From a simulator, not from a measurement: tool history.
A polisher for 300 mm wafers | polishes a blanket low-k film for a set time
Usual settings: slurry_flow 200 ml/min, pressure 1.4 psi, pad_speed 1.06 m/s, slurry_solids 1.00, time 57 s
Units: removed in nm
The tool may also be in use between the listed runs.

run,hour,slurry_flow,pressure,pad_speed,slurry_solids,time,wafers since the last listed run,wafers polished on this pad,hours since the slurry nozzle was cleaned,hours since the head pressure was calibrated,hours since the slurry blender was calibrated,hours since the conditioning disc was replaced,"incoming thickness of the incoming film, nm",removed
1,0.0,200,1.4,1.06,1.00,57,0,2231,276.5,451.1,290.9,81.9,406.7,15.6
2,47.8,200,1.4,1.06,1.20,57,296,2527,324.3,498.9,338.7,129.7,413.5,17.0
# hour 69.8: worn pad replaced by a new one
# hour 165.2: slurry nozzle cleaned
# hour 176.4: slurry blender recalibrated
3,200.2,200,1.4,1.06,1.20,57,901,789,35.0,651.3,23.8,282.1,413.4,17.8
4,267.7,200,1.4,1.06,1.20,57,418,1208,102.5,718.8,91.3,349.6,403.2,17.5
5,338.4,200,1.4,1.06,1.00,57,438,1646,173.2,789.5,162.0,420.3,412.9,15.3
# hour 386.7: conditioning disc replaced and pad reconditioned
6,395.3,245,1.1,1.42,1.00,65,340,1986,230.1,846.4,218.9,8.6,415.7,18.0
7,425.2,200,1.4,1.06,1.00,57,185,2172,260.0,876.3,248.8,38.5,407.8,15.6
# hour 440.0: worn pad replaced by a new one
8,474.6,200,1.4,1.06,1.00,57,281,214,309.4,925.7,298.2,87.9,404.3,16.7
9,536.5,180,1.6,0.94,1.00,57,383,598,371.3,987.6,360.1,149.8,417.0,16.2
# hour 563.2: head pressure recalibrated
10,582.7,180,1.6,0.94,1.00,57,274,872,417.5,19.5,406.3,196.0,407.8,16.0
11,630.6,200,1.4,0.78,1.00,57,296,1169,465.4,67.4,454.2,243.9,416.4,12.8
# hour 635.6: slurry nozzle cleaned
# hour 659.9: slurry blender recalibrated
12,664.2,200,1.4,1.06,1.00,47,189,1358,28.6,101.0,4.3,277.5,403.8,12.7
13,694.8,200,1.4,1.06,1.25,57,189,1548,59.2,131.6,34.9,308.1,412.4,17.9
14,724.6,200,1.4,1.06,1.20,57,184,1733,89.0,161.4,64.7,337.9,419.5,17.2
15,762.9,180,1.6,0.94,1.00,57,237,1970,127.3,199.7,103.0,376.2,414.2,15.7
# hour 816.4: conditioning disc replaced and pad reconditioned
16,830.1,200,1.4,1.06,1.00,75,404,2374,194.5,266.9,170.2,13.7,412.2,20.0
# hour 836.6: worn pad replaced by a new one
17,873.4,145,1.6,1.06,1.10,57,243,228,237.8,310.2,213.5,57.0,404.4,18.8
18,937.9,200,1.0,0.94,1.30,57,399,627,302.3,374.7,278.0,121.5,402.6,13.6
19,981.2,200,1.4,0.70,1.00,57,268,896,345.6,418.0,321.3,164.8,406.6,12.2
20,1034.0,200,1.8,1.06,1.00,57,327,1223,398.4,470.8,374.1,217.6,401.8,19.6
# hour 1069.7: slurry blender recalibrated
21,1090.0,235,1.4,0.94,1.00,57,334,1558,454.4,526.8,20.3,273.6,415.3,14.6
# hour 1101.1: slurry nozzle cleaned
22,1140.1,200,1.0,1.16,1.00,57,304,1862,39.0,576.9,70.4,323.7,401.6,12.4
23,1173.5,200,1.4,1.06,1.00,57,207,2069,72.4,610.3,103.8,357.1,415.0,15.4
24,1214.4,160,1.4,1.06,1.00,47,253,2323,113.3,651.2,144.7,398.0,413.8,12.0
# hour 1223.7: conditioning disc replaced and pad reconditioned
25,1269.9,250,0.9,1.06,1.00,40,331,2655,168.8,706.7,200.2,46.2,409.3,7.8
# hour 1301.0: worn pad replaced by a new one
26,1325.3,200,1.4,1.06,1.00,57,318,150,224.2,762.1,255.6,101.6,411.3,16.5

Forecast each of these 3 alternatives for the next run:
A,1325.7,200,1.4,1.06,1.00,57,2,153,224.6,762.5,256.0,102.0,406.0,?
B,1325.7,270,1.4,1.06,1.00,57,2,153,224.6,762.5,256.0,102.0,406.0,?
C,1325.7,200,1.4,1.06,1.00,65,2,153,224.6,762.5,256.0,102.0,406.0,?

run,removed
A,16.8
B,17.4
C,19.2
Without the tool's hidden state the same runs would have given:
run,removed
A,17.1
B,17.8
C,19.5

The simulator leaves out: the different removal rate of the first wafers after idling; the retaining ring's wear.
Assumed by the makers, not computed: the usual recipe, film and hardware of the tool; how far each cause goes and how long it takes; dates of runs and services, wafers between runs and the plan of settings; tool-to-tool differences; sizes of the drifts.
